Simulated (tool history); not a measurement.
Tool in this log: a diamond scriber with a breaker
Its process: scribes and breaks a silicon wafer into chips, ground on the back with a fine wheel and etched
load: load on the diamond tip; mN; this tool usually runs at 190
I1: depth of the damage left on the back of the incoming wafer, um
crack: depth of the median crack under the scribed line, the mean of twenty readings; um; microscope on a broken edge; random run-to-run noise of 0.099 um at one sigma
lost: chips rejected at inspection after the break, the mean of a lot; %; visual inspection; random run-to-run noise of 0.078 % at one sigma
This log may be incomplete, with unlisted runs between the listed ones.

{"run": 1, "hour": 0.0, "load": 190, "I1": 0.37, "crack": 8.73, "lost": 8.74}
{"hour": 48.6, "done": "load on the tip recalibrated"}
{"run": 2, "hour": 65.5, "load": 190, "I1": 0.43, "crack": 9.26, "lost": 4.36}
{"run": 3, "hour": 136.9, "load": 190, "I1": 0.32, "crack": 9.3, "lost": 4.31}
{"run": 4, "hour": 180.2, "load": 190, "I1": 0.59, "crack": 9.04, "lost": 4.69}
{"run": 5, "hour": 247.1, "load": 209, "I1": 0.38, "crack": 9.39, "lost": 2.82}
{"run": 6, "hour": 307.2, "load": 209, "I1": 0.74, "crack": 9.45, "lost": 3.03}
{"hour": 342.0, "done": "diamond tip replaced by a new one"}
{"run": 7, "hour": 376.8, "load": 163, "I1": 0.4, "crack": 9.41, "lost": 2.32}
{"run": 8, "hour": 414.4, "load": 163, "I1": 0.59, "crack": 9.46, "lost": 3.06}
{"run": 9, "hour": 618.4, "load": 163, "I1": 0.53, "crack": 8.97, "lost": 6.06}
{"run": 10, "hour": 651.7, "load": 190, "I1": 0.69, "crack": 9.33, "lost": 3.57}
{"run": 11, "hour": 711.2, "load": 217, "I1": 0.57, "crack": 9.69, "lost": 1.96}
{"run": 12, "hour": 781.7, "load": 217, "I1": 0.36, "crack": 9.73, "lost": 2.16}
{"run": 13, "hour": 826.5, "load": 217, "I1": 0.65, "crack": 9.64, "lost": 2.19}
{"run": 14, "hour": 857.8, "load": 190, "I1": 0.69, "crack": 9.2, "lost": 4.71}
{"run": 15, "hour": 899.4, "load": 190, "I1": 0.43, "crack": 9.28, "lost": 4.9}
{"run": 16, "hour": 930.4, "load": 161, "I1": 0.4, "crack": 8.68, "lost": 9.58}
{"run": 17, "hour": 956.0, "load": 171, "I1": 0.53, "crack": 8.77, "lost": 7.87}
{"run": 18, "hour": 1025.5, "load": 168, "I1": 0.5, "crack": 8.7, "lost": 9.13}
{"run": 19, "hour": 1084.3, "load": 227, "I1": 0.46, "crack": 9.73, "lost": 2.46}
{"hour": 1115.9, "done": "diamond tip replaced by a new one"}
{"run": 20, "hour": 1149.7, "load": 190, "I1": 0.72, "crack": 9.71, "lost": 2.1}
{"run": 21, "hour": 1216.7, "load": 137, "I1": 0.71, "crack": 8.48, "lost": 9.76}
{"run": 22, "hour": 1275.9, "load": 152, "I1": 0.49, "crack": 8.79, "lost": 8.72}
{"run": 23, "hour": 1332.2, "load": 139, "I1": 0.79, "crack": 8.44, "lost": 13.04}
{"run": 24, "hour": 1378.7, "load": 190, "I1": 0.7, "crack": 9.32, "lost": 5.37}
{"run": 25, "hour": 1443.8, "load": 190, "I1": 0.4, "crack": 9.03, "lost": 5.57}
{"run": 26, "hour": 1513.1, "load": 228, "I1": 0.58, "crack": 9.44, "lost": 2.82}
{"run": 27, "hour": 1542.2, "load": 242, "I1": 0.71, "crack": 9.7, "lost": 2.23}
{"run": 28, "hour": 1579.8, "load": 190, "I1": 0.61, "crack": 8.75, "lost": 6.94}
{"run": 29, "hour": 1614.7, "load": 167, "I1": 0.66, "crack": 8.36, "lost": 12.2}
{"hour": 1621.1, "done": "load on the tip recalibrated"}
{"run": 30, "hour": 1675.3, "load": 151, "I1": 0.53, "crack": 8.5, "lost": 13.17}
{"run": 31, "hour": 1745.6, "load": 148, "I1": 0.62, "crack": 8.36, "lost": 12.98}
{"run": 32, "hour": 1793.5, "load": 236, "I1": 0.43, "crack": 9.82, "lost": 1.8}
{"run": 33, "hour": 1840.3, "load": 190, "I1": 0.32, "crack": 9.07, "lost": 6.03}
{"hour": 1856.1, "done": "diamond tip replaced by a new one"}
{"run": 34, "hour": 1884.6, "load": 140, "I1": 0.63, "crack": 9.07, "lost": 5.57}
{"run": 35, "hour": 1910.3, "load": 162, "I1": 0.75, "crack": 9.39, "lost": 3.23}
{"run": 36, "hour": 1956.6, "load": 190, "I1": 0.34, "crack": 9.69, "lost": 1.82}
{"run": 37, "hour": 2024.3, "load": 160, "I1": 0.34, "crack": 9.12, "lost": 5.5}
{"run": 38, "hour": 2066.8, "load": 229, "I1": 0.7, "crack": 10.07, "lost": 1.51}
{"run": 39, "hour": 2095.9, "load": 214, "I1": 0.74, "crack": 9.9, "lost": 1.74}
{"run": 40, "hour": 2152.9, "load": 243, "I1": 0.8, "crack": 10.3, "lost": 1.41}

5 options for the next run, each taken on its own from the tool as it stands now. Forecast them:
{"run": "A", "hour": 2153.5, "load": 190, "I1": 0.43, "crack": "?", "lost": "?"}
{"run": "B", "hour": 2153.5, "load": 216, "I1": 0.43, "crack": "?", "lost": "?"}
{"run": "C", "hour": 2153.5, "load": 138, "I1": 0.43, "crack": "?", "lost": "?"}
{"run": "D", "hour": 2153.5, "load": 165, "I1": 0.43, "crack": "?", "lost": "?"}
{"run": "E", "hour": 2153.5, "load": 155, "I1": 0.43, "crack": "?", "lost": "?"}

run=A crack=9.25 lost=3.75
run=B crack=9.68 lost=1.89
run=C crack=8.37 lost=12.54
run=D crack=8.83 lost=7.07
run=E crack=8.66 lost=8.86
Take away the tool's hidden state, keep each run's random variation, and the runs would have read:
run=A crack=10.04 lost=1.42
run=B crack=10.51 lost=2.13
run=C crack=9.08 lost=4.94
run=D crack=9.59 lost=2.18
run=E crack=9.4 lost=2.95

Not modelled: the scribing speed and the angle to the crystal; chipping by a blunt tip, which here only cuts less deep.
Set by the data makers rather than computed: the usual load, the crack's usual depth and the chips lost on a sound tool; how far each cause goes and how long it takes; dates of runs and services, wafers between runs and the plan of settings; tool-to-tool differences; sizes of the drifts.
